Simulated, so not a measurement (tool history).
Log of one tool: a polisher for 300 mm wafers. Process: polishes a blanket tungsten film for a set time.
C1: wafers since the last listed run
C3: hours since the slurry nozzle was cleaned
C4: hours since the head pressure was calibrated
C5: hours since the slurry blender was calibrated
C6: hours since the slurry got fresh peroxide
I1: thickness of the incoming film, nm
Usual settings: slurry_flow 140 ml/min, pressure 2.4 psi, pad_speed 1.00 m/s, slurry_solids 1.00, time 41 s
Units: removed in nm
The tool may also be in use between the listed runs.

{"run": 1, "day": 0.0, "slurry_flow": 125, "pressure": 2.4, "pad_speed": 1.14, "slurry_solids": 1.0, "time": 41, "C1": 0, "wafers polished on this pad": 942, "C3": 153.9, "C4": 708.1, "C5": 181.3, "C6": 232.2, "I1": 1256.7, "removed": 106.6}
{"day": 0.525, "done": "head pressure recalibrated"}
{"run": 2, "day": 2.142, "slurry_flow": 125, "pressure": 2.4, "pad_speed": 1.14, "slurry_solids": 1.0, "time": 41, "C1": 309, "wafers polished on this pad": 1252, "C3": 205.3, "C4": 38.8, "C5": 232.7, "C6": 283.6, "I1": 1241.7, "removed": 115.0}
{"run": 3, "day": 3.788, "slurry_flow": 120, "pressure": 2.4, "pad_speed": 1.0, "slurry_solids": 1.0, "time": 41, "C1": 247, "wafers polished on this pad": 1499, "C3": 244.8, "C4": 78.3, "C5": 272.2, "C6": 323.1, "I1": 1251.7, "removed": 103.4}
{"day": 3.9, "done": "slurry tank refilled with fresh slurry and peroxide"}
{"day": 6.346, "done": "slurry blender recalibrated"}
{"run": 4, "day": 6.367, "slurry_flow": 120, "pressure": 2.4, "pad_speed": 1.0, "slurry_solids": 1.0, "time": 41, "C1": 369, "wafers polished on this pad": 1868, "C3": 306.7, "C4": 140.2, "C5": 0.5, "C6": 59.2, "I1": 1237.7, "removed": 103.5}
{"day": 7.417, "done": "worn pad replaced by a new one"}
{"run": 5, "day": 9.038, "slurry_flow": 120, "pressure": 2.4, "pad_speed": 1.0, "slurry_solids": 1.0, "time": 41, "C1": 376, "wafers polished on this pad": 244, "C3": 370.8, "C4": 204.3, "C5": 64.6, "C6": 123.3, "I1": 1224.0, "removed": 104.5}
{"run": 6, "day": 10.617, "slurry_flow": 140, "pressure": 2.4, "pad_speed": 1.0, "slurry_solids": 1.0, "time": 41, "C1": 237, "wafers polished on this pad": 481, "C3": 408.7, "C4": 242.2, "C5": 102.5, "C6": 161.2, "I1": 1232.8, "removed": 107.5}
{"day": 11.775, "done": "slurry nozzle cleaned"}
{"run": 7, "day": 12.108, "slurry_flow": 140, "pressure": 2.4, "pad_speed": 1.0, "slurry_solids": 1.0, "time": 41, "C1": 218, "wafers polished on this pad": 699, "C3": 8.0, "C4": 278.0, "C5": 138.3, "C6": 197.0, "I1": 1247.9, "removed": 107.3}
{"run": 8, "day": 14.296, "slurry_flow": 140, "pressure": 2.4, "pad_speed": 1.0, "slurry_solids": 1.0, "time": 41, "C1": 329, "wafers polished on this pad": 1029, "C3": 60.5, "C4": 330.5, "C5": 190.8, "C6": 249.5, "I1": 1258.1, "removed": 104.6}
{"day": 16.333, "done": "slurry tank refilled with fresh slurry and peroxide"}
{"run": 9, "day": 16.688, "slurry_flow": 140, "pressure": 2.4, "pad_speed": 1.0, "slurry_solids": 1.0, "time": 41, "C1": 353, "wafers polished on this pad": 1382, "C3": 117.9, "C4": 387.9, "C5": 248.2, "C6": 8.5, "I1": 1232.1, "removed": 105.1}
{"day": 17.742, "done": "slurry blender recalibrated"}
{"run": 10, "day": 18.875, "slurry_flow": 140, "pressure": 2.4, "pad_speed": 1.0, "slurry_solids": 1.0, "time": 41, "C1": 316, "wafers polished on this pad": 1699, "C3": 170.4, "C4": 440.4, "C5": 27.2, "C6": 61.0, "I1": 1261.8, "removed": 103.6}
{"day": 19.508, "done": "worn pad replaced by a new one"}
{"run": 11, "day": 22.608, "slurry_flow": 140, "pressure": 2.4, "pad_speed": 1.14, "slurry_solids": 1.2, "time": 41, "C1": 536, "wafers polished on this pad": 466, "C3": 260.0, "C4": 530.0, "C5": 116.8, "C6": 150.6, "I1": 1265.1, "removed": 117.0}
{"run": 12, "day": 23.925, "slurry_flow": 140, "pressure": 2.4, "pad_speed": 1.0, "slurry_solids": 1.0, "time": 49, "C1": 198, "wafers polished on this pad": 664, "C3": 291.6, "C4": 561.6, "C5": 148.4, "C6": 182.2, "I1": 1239.9, "removed": 122.9}
{"run": 13, "day": 25.917, "slurry_flow": 140, "pressure": 2.4, "pad_speed": 1.0, "slurry_solids": 1.0, "time": 41, "C1": 299, "wafers polished on this pad": 964, "C3": 339.4, "C4": 609.4, "C5": 196.2, "C6": 230.0, "I1": 1258.8, "removed": 97.8}
{"run": 14, "day": 27.15, "slurry_flow": 140, "pressure": 2.4, "pad_speed": 0.86, "slurry_solids": 1.0, "time": 41, "C1": 185, "wafers polished on this pad": 1149, "C3": 369.0, "C4": 639.0, "C5": 225.8, "C6": 259.6, "I1": 1269.2, "removed": 92.1}
{"day": 28.525, "done": "slurry tank refilled with fresh slurry and peroxide"}
{"day": 29.008, "done": "slurry blender recalibrated"}
{"day": 29.375, "done": "slurry nozzle cleaned"}
{"run": 15, "day": 29.904, "slurry_flow": 140, "pressure": 2.4, "pad_speed": 1.0, "slurry_solids": 1.0, "time": 41, "C1": 389, "wafers polished on this pad": 1539, "C3": 12.7, "C4": 705.1, "C5": 21.5, "C6": 33.1, "I1": 1261.5, "removed": 97.6}
{"day": 30.25, "done": "worn pad replaced by a new one"}
{"run": 16, "day": 31.396, "slurry_flow": 185, "pressure": 2.8, "pad_speed": 1.0, "slurry_solids": 0.85, "time": 41, "C1": 199, "wafers polished on this pad": 172, "C3": 48.5, "C4": 740.9, "C5": 57.3, "C6": 68.9, "I1": 1241.1, "removed": 118.6}
{"day": 33.812, "done": "head pressure recalibrated"}
{"run": 17, "day": 33.829, "slurry_flow": 185, "pressure": 2.4, "pad_speed": 1.0, "slurry_solids": 1.0, "time": 41, "C1": 353, "wafers polished on this pad": 526, "C3": 106.9, "C4": 0.4, "C5": 115.7, "C6": 127.3, "I1": 1233.2, "removed": 114.3}
{"run": 18, "day": 35.004, "slurry_flow": 140, "pressure": 2.4, "pad_speed": 1.0, "slurry_solids": 1.0, "time": 41, "C1": 176, "wafers polished on this pad": 703, "C3": 135.1, "C4": 28.6, "C5": 143.9, "C6": 155.5, "I1": 1255.3, "removed": 109.1}
{"run": 19, "day": 36.679, "slurry_flow": 140, "pressure": 2.4, "pad_speed": 1.0, "slurry_solids": 0.9, "time": 41, "C1": 252, "wafers polished on this pad": 955, "C3": 175.3, "C4": 68.8, "C5": 184.1, "C6": 195.7, "I1": 1264.6, "removed": 106.7}
{"run": 20, "day": 38.767, "slurry_flow": 140, "pressure": 1.6, "pad_speed": 1.0, "slurry_solids": 0.8, "time": 30, "C1": 314, "wafers polished on this pad": 1269, "C3": 225.4, "C4": 118.9, "C5": 234.2, "C6": 245.8, "I1": 1250.0, "removed": 51.0}
{"day": 40.683, "done": "worn pad replaced by a new one"}
{"day": 40.883, "done": "slurry tank refilled with fresh slurry and peroxide"}
{"day": 42.279, "done": "slurry blender recalibrated"}
{"run": 21, "day": 44.3, "slurry_flow": 140, "pressure": 2.9, "pad_speed": 0.86, "slurry_solids": 1.1, "time": 30, "C1": 788, "wafers polished on this pad": 525, "C3": 358.2, "C4": 251.7, "C5": 48.5, "C6": 82.0, "I1": 1232.7, "removed": 85.7}
{"run": 22, "day": 46.875, "slurry_flow": 140, "pressure": 2.4, "pad_speed": 1.0, "slurry_solids": 1.0, "time": 41, "C1": 387, "wafers polished on this pad": 912, "C3": 420.0, "C4": 313.5, "C5": 110.3, "C6": 143.8, "I1": 1252.4, "removed": 104.9}
{"day": 47.425, "done": "slurry nozzle cleaned"}
{"run": 23, "day": 49.217, "slurry_flow": 140, "pressure": 2.9, "pad_speed": 1.0, "slurry_solids": 1.0, "time": 41, "C1": 346, "wafers polished on this pad": 1258, "C3": 43.0, "C4": 369.7, "C5": 166.5, "C6": 200.0, "I1": 1243.4, "removed": 130.5}

The next listed run, before its measurement:
{"run": 24, "day": 52.117, "slurry_flow": 160, "pressure": 2.4, "pad_speed": 0.78, "slurry_solids": 1.0, "time": 41, "C1": 436, "wafers polished on this pad": 1694, "C3": 112.6, "C4": 439.3, "C5": 236.1, "C6": 269.6, "I1": 1242.4, "removed": "?"}

removed: 93.5 nm
Without the tool's hidden state the same run would have given removed 95.4 nm.
